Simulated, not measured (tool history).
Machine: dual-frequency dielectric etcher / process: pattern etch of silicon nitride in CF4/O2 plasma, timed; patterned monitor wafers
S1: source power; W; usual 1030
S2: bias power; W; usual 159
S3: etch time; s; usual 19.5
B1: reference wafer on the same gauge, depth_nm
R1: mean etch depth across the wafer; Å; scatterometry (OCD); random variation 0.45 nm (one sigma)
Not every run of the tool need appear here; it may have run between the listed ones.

{"run": 1, "hour": 0.0, "S1": 1030, "S2": 134, "S3": 19.5, "B1": 72.4, "R1": 697}
{"run": 2, "hour": 24.5, "S1": 1030, "S2": 134, "S3": 19.5, "B1": 72.5, "R1": 701}
{"run": 3, "hour": 76.3, "S1": 1030, "S2": 134, "S3": 19.5, "B1": 72.6, "R1": 693}
{"run": 4, "hour": 128.9, "S1": 1030, "S2": 142, "S3": 19.5, "B1": 72.8, "R1": 715}
{"run": 5, "hour": 198.1, "S1": 1030, "S2": 142, "S3": 19.5, "B1": 72.8, "R1": 716}
{"hour": 274.7, "done": "wet clean of the chamber"}
{"run": 6, "hour": 275.2, "S1": 1030, "S2": 187, "S3": 19.5, "B1": 73, "R1": 816}
{"run": 7, "hour": 309.8, "S1": 1030, "S2": 187, "S3": 19.5, "B1": 73.4, "R1": 814}
{"run": 8, "hour": 347.7, "S1": 1030, "S2": 187, "S3": 19.5, "B1": 73.4, "R1": 828}
{"run": 9, "hour": 416.5, "S1": 1030, "S2": 159, "S3": 19.5, "B1": 73.7, "R1": 769}
{"run": 10, "hour": 469.8, "S1": 1030, "S2": 159, "S3": 19.5, "B1": 74, "R1": 767}
{"run": 11, "hour": 528.5, "S1": 1030, "S2": 159, "S3": 19.5, "B1": 74.3, "R1": 775}
{"run": 12, "hour": 592.2, "S1": 1030, "S2": 159, "S3": 19.5, "B1": 74.5, "R1": 776}
{"run": 13, "hour": 659.4, "S1": 1030, "S2": 159, "S3": 19.5, "B1": 74.9, "R1": 770}
{"run": 14, "hour": 710.5, "S1": 870, "S2": 137, "S3": 19.5, "B1": 75.2, "R1": 649}
{"hour": 710.8, "done": "gauge calibrated"}
{"run": 15, "hour": 779.3, "S1": 1030, "S2": 190, "S3": 19.5, "B1": 72.4, "R1": 815}
{"run": 16, "hour": 819.2, "S1": 800, "S2": 159, "S3": 19.5, "B1": 72.6, "R1": 631}
{"hour": 857.8, "done": "wet clean of the chamber"}
{"run": 17, "hour": 865.3, "S1": 890, "S2": 128, "S3": 19.5, "B1": 72.7, "R1": 615}
{"run": 18, "hour": 931.5, "S1": 840, "S2": 142, "S3": 15.5, "B1": 72.7, "R1": 492}
{"run": 19, "hour": 996.6, "S1": 1030, "S2": 159, "S3": 19.5, "B1": 72.7, "R1": 762}
{"run": 20, "hour": 1041.3, "S1": 1030, "S2": 190, "S3": 19.5, "B1": 72.9, "R1": 819}
{"hour": 1079.9, "done": "upper electrode replaced"}
{"run": 21, "hour": 1080.4, "S1": 1100, "S2": 159, "S3": 21, "B1": 73, "R1": 850}
{"hour": 1157.8, "done": "bias power generator calibrated"}
{"hour": 1221.1, "done": "source power generator calibrated"}
{"run": 22, "hour": 1258.1, "S1": 1030, "S2": 199, "S3": 19.5, "B1": 73.5, "R1": 840}
{"run": 23, "hour": 1322.1, "S1": 870, "S2": 144, "S3": 17, "B1": 73.8, "R1": 574}
{"hour": 1366.4, "done": "wet clean of the chamber"}
{"run": 24, "hour": 1366.9, "S1": 1030, "S2": 144, "S3": 23.5, "B1": 74, "R1": 879}
{"run": 25, "hour": 1394.0, "S1": 1260, "S2": 189, "S3": 14, "B1": 74, "R1": 682}
{"run": 26, "hour": 1456.2, "S1": 1150, "S2": 159, "S3": 19.5, "B1": 74.4, "R1": 833}
{"run": 27, "hour": 1527.1, "S1": 1030, "S2": 159, "S3": 19.5, "B1": 74.6, "R1": 781}

Each row is a separate what-if for the run after 27, all from the same tool condition, not one after another. Results?
{"run": "A", "hour": 1527.5, "S1": 1030, "S2": 159, "S3": 23, "B1": "?", "R1": "?"}
{"run": "B", "hour": 1527.5, "S1": 1230, "S2": 159, "S3": 14.5, "B1": "?", "R1": "?"}
{"run": "C", "hour": 1527.5, "S1": 1250, "S2": 189, "S3": 14, "B1": "?", "R1": "?"}
{"run": "D", "hour": 1527.5, "S1": 1140, "S2": 122, "S3": 19.5, "B1": "?", "R1": "?"}

run=A B1=74.7 R1=920
run=B B1=74.7 R1=656
run=C B1=74.7 R1=692
run=D B1=74.7 R1=743
With the hidden condition removed and each run's random variation left untouched, the same runs would have given:
run=A R1=893
run=B R1=636
run=C R1=671
run=D R1=720

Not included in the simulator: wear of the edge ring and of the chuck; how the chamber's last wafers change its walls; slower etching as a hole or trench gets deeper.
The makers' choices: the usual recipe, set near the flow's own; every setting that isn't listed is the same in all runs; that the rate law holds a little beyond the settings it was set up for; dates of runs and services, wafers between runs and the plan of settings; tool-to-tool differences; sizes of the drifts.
